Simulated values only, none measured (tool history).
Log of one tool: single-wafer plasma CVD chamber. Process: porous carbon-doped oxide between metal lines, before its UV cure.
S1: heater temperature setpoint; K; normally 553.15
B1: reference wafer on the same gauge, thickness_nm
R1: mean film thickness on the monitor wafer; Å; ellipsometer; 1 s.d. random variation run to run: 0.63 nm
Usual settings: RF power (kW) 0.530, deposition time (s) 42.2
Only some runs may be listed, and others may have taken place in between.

{"run": 1, "hour": 0.0, "S1": 553.15, "RF power (kW)": 0.53, "deposition time (s)": 42.2, "B1": 225.068, "R1": 2682.73}
{"run": 2, "hour": 11.0, "S1": 553.15, "RF power (kW)": 0.53, "deposition time (s)": 42.2, "B1": 225.071, "R1": 2674.33}
{"run": 3, "hour": 19.3, "S1": 553.15, "RF power (kW)": 0.53, "deposition time (s)": 42.2, "B1": 224.987, "R1": 2671.92}
{"run": 4, "hour": 34.9, "S1": 553.15, "RF power (kW)": 0.53, "deposition time (s)": 42.2, "B1": 225.108, "R1": 2670.94}
{"hour": 52.9, "done": "thermocouple changed; heater temperature recalibrated"}
{"run": 5, "hour": 53.4, "S1": 553.15, "RF power (kW)": 0.53, "deposition time (s)": 40.5, "B1": 225.11, "R1": 2572.98}
{"run": 6, "hour": 66.0, "S1": 553.15, "RF power (kW)": 0.53, "deposition time (s)": 40.5, "B1": 224.855, "R1": 2575.48}
{"run": 7, "hour": 73.0, "S1": 553.15, "RF power (kW)": 0.53, "deposition time (s)": 42.2, "B1": 224.778, "R1": 2682.81}
{"hour": 82.1, "done": "showerhead replaced"}
{"run": 8, "hour": 82.6, "S1": 568.15, "RF power (kW)": 0.43, "deposition time (s)": 35.9, "B1": 224.928, "R1": 1866.68}

Expected results for the next run?
{"run": 9, "hour": 92.4, "S1": 553.15, "RF power (kW)": 0.435, "deposition time (s)": 36.8, "B1": "?", "R1": "?"}

For run 9 the tool returned B1 225.011, R1 2119.40 Å.
Were there no unlogged condition in the tool, this run, its random variation unchanged, would have produced R1 2119.40 Å.
